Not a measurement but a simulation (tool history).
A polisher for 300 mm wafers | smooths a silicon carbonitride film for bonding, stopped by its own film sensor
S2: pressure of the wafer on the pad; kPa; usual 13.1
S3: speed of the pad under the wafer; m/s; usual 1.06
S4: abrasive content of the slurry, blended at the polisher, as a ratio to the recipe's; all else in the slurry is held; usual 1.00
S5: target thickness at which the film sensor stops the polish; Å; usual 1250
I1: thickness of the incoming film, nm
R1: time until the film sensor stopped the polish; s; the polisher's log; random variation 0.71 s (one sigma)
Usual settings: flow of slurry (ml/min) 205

Run 1, hour 0.0: usual settings; I1 139.3. Result: R1 52.7 s.
Run 2, hour 30.3: usual settings; I1 140.3. Result: R1 56.9 s.
Run 3, hour 88.3: usual settings; I1 140.5. Result: R1 57.3 s.
Run 4, hour 138.1: usual settings; I1 139.4. Result: R1 54.2 s.
At hour 159.3: head pressure recalibrated.
Run 5, hour 180.2: usual settings; I1 138.9. Result: R1 52.2 s.
At hour 206.1: slurry blender recalibrated.
Run 6, hour 246.4: usual settings; I1 141.8. Result: R1 64.4 s.
At hour 381.0: worn pad replaced by a new one.
Run 7, hour 419.8: usual settings but S2 9.0 kPa, S3 1.16 m/s; I1 140.3. Result: R1 66.3 s.
Run 8, hour 444.7: usual settings; I1 138.8. Result: R1 50.1 s.
At hour 483.5: slurry nozzle cleaned.
Run 9, hour 495.4: usual settings; I1 142.1. Result: R1 61.2 s.
Run 10, hour 551.0: usual settings but S2 15.2 kPa, S3 0.78 m/s, S4 0.80, S5 1210 Å; I1 140.7. Result: R1 89.9 s.
Run 11, hour 620.8: usual settings but flow of slurry (ml/min) 170, S4 0.85; I1 140.2. Result: R1 62.9 s.
At hour 687.2: slurry blender recalibrated.
Run 12, hour 689.5: usual settings; I1 140.4. Result: R1 58.8 s.
Run 13, hour 723.7: usual settings but S2 17.2 kPa; I1 137.1. Result: R1 38.1 s.
Run 14, hour 781.5: usual settings but flow of slurry (ml/min) 265; I1 142.5. Result: R1 63.4 s.
Run 15, hour 823.6: usual settings but flow of slurry (ml/min) 140; I1 138.6. Result: R1 55.5 s.
At hour 862.5: worn pad replaced by a new one.
Run 16, hour 869.6: usual settings; I1 139.0. Result: R1 51.0 s.
Run 17, hour 923.2: usual settings; I1 140.9. Result: R1 58.9 s.
Run 18, hour 972.6: usual settings but S2 15.2 kPa, S3 1.22 m/s, S4 0.85, S5 1280 Å; I1 139.6. Result: R1 36.1 s.
At hour 1029.9: head pressure recalibrated.
Run 19, hour 1153.2: usual settings but S5 1210 Å; I1 139.0. Result: R1 68.9 s.
At hour 1188.8: slurry blender recalibrated.
Run 20, hour 1191.4: usual settings but flow of slurry (ml/min) 230, S2 17.9 kPa; I1 139.8. Result: R1 45.4 s.
Run 21, hour 1247.8: usual settings; I1 141.3. Result: R1 63.0 s.
Run 22, hour 1289.0: usual settings but flow of slurry (ml/min) 180, S3 0.86 m/s; I1 140.3. Result: R1 70.2 s.
At hour 1301.9: worn pad replaced by a new one.
Run 23, hour 1331.0: usual settings but flow of slurry (ml/min) 180, S2 11.0 kPa, S3 1.24 m/s; I1 136.8. Result: R1 43.3 s.
At hour 1373.6: slurry nozzle cleaned.
Run 24, hour 1391.2: usual settings; I1 141.3. Result: R1 60.3 s.
Run 25, hour 1452.6: usual settings; I1 139.7. Result: R1 54.5 s.
Run 26, hour 1513.8: usual settings but S2 11.7 kPa, S5 1300 Å; I1 142.1. Result: R1 47.7 s.
Run 27, hour 1577.2: usual settings; I1 139.8. Result: R1 54.5 s.
Run 28, hour 1609.5: usual settings but flow of slurry (ml/min) 265, S2 11.7 kPa, S4 1.20, S5 1200 Å; I1 138.4. Result: R1 69.0 s.
Run 29, hour 1657.4: usual settings but flow of slurry (ml/min) 245, S2 16.5 kPa, S3 0.90 m/s, S4 0.90; I1 141.4. Result: R1 59.6 s.

Forecast each of these 5 alternatives for the next run:
Run A, hour 1657.8: usual settings; I1 140.2. Result: R1 ?.
Run B, hour 1657.8: usual settings but S4 0.80; I1 140.2. Result: R1 ?.
Run C, hour 1657.8: usual settings but flow of slurry (ml/min) 265, S2 11.7 kPa, S3 1.28 m/s, S4 0.80; I1 140.2. Result: R1 ?.
Run D, hour 1657.8: usual settings but S4 0.85, S5 1220 Å; I1 140.2. Result: R1 ?.
Run E, hour 1657.8: usual settings but flow of slurry (ml/min) 155, S2 15.2 kPa, S3 0.86 m/s, S5 1290 Å; I1 140.2. Result: R1 ?.

run    R1
  A  57.9
  B  61.8
  C  55.8
  D  72.7
  E  47.3
Without the tool's hidden state the same runs would have given:
run    R1
  A  55.2
  B  58.9
  C  53.2
  D  69.3
  E  45.1

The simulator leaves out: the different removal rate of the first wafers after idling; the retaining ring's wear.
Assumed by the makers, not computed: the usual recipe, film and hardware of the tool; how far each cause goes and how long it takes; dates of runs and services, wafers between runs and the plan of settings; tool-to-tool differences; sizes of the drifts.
